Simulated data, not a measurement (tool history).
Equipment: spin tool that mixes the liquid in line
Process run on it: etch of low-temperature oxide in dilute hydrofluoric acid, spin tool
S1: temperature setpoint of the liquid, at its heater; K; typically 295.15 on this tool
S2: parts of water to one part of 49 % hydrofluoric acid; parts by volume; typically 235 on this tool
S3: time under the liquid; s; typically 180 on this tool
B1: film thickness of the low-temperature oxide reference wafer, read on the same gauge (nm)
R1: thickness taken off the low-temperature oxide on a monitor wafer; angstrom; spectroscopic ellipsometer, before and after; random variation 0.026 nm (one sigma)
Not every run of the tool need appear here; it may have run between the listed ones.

{"run": 1, "hour": 0.0, "S1": 295.15, "S2": 235, "S3": 210, "B1": 149.97, "R1": 68.8}
{"run": 2, "hour": 53.3, "S1": 295.15, "S2": 235, "S3": 180, "B1": 149.99, "R1": 59.2}
{"run": 3, "hour": 83.0, "S1": 295.15, "S2": 235, "S3": 180, "B1": 149.98, "R1": 58.8}
{"run": 4, "hour": 136.2, "S1": 295.15, "S2": 195, "S3": 225, "B1": 150.03, "R1": 92}
{"run": 5, "hour": 191.4, "S1": 296.65, "S2": 235, "S3": 180, "B1": 150.04, "R1": 61.3}
{"run": 6, "hour": 244.4, "S1": 296.65, "S2": 235, "S3": 180, "B1": 149.98, "R1": 61.7}
{"run": 7, "hour": 269.3, "S1": 296.65, "S2": 235, "S3": 180, "B1": 150, "R1": 61.3}
{"run": 8, "hour": 314.5, "S1": 295.15, "S2": 235, "S3": 180, "B1": 149.98, "R1": 58.1}
{"run": 9, "hour": 361.4, "S1": 295.15, "S2": 235, "S3": 180, "B1": 150.04, "R1": 57.5}
{"run": 10, "hour": 395.9, "S1": 295.15, "S2": 235, "S3": 180, "B1": 150.02, "R1": 56.9}
{"hour": 408.3, "done": "hydrofluoric acid flow meter replaced"}
{"run": 11, "hour": 459.3, "S1": 296.65, "S2": 355, "S3": 260, "B1": 149.97, "R1": 56.2}
{"hour": 468.8, "done": "gauge calibrated"}
{"hour": 508.3, "done": "thermometer replaced"}
{"run": 12, "hour": 509.3, "S1": 297.65, "S2": 150, "S3": 270, "B1": 150.01, "R1": 179.3}
{"run": 13, "hour": 556.6, "S1": 295.15, "S2": 235, "S3": 180, "B1": 149.99, "R1": 63.2}
{"run": 14, "hour": 615.6, "S1": 295.15, "S2": 235, "S3": 180, "B1": 149.99, "R1": 63.2}
{"run": 15, "hour": 643.9, "S1": 293.65, "S2": 235, "S3": 180, "B1": 150.01, "R1": 59.7}
{"run": 16, "hour": 682.1, "S1": 295.15, "S2": 345, "S3": 180, "B1": 150.01, "R1": 38.7}
{"run": 17, "hour": 711.9, "S1": 293.65, "S2": 320, "S3": 75, "B1": 149.98, "R1": 16.7}
{"run": 18, "hour": 753.3, "S1": 297.15, "S2": 310, "S3": 230, "B1": 149.98, "R1": 60.6}
{"run": 19, "hour": 815.4, "S1": 299.65, "S2": 195, "S3": 95, "B1": 150.01, "R1": 48.8}

Predict each of these 5 candidate next runs independently; none follows another, all start after run 19:
{"run": "A", "hour": 815.9, "S1": 295.15, "S2": 235, "S3": 180, "B1": "?", "R1": "?"}
{"run": "B", "hour": 815.9, "S1": 293.15, "S2": 280, "S3": 210, "B1": "?", "R1": "?"}
{"run": "C", "hour": 815.9, "S1": 292.15, "S2": 235, "S3": 260, "B1": "?", "R1": "?"}
{"run": "D", "hour": 815.9, "S1": 295.15, "S2": 235, "S3": 85, "B1": "?", "R1": "?"}
{"run": "E", "hour": 815.9, "S1": 293.65, "S2": 185, "S3": 140, "B1": "?", "R1": "?"}

run=A B1=150.01 R1=61.9
run=B B1=150.01 R1=54
run=C B1=150.01 R1=79.9
run=D B1=150.01 R1=29.2
run=E B1=150.01 R1=60.8
Take away the tool's hidden state, keep each run's random variation, and the runs would have read:
run=A R1=63.8
run=B R1=55.6
run=C R1=82.3
run=D R1=30.1
run=E R1=62.6

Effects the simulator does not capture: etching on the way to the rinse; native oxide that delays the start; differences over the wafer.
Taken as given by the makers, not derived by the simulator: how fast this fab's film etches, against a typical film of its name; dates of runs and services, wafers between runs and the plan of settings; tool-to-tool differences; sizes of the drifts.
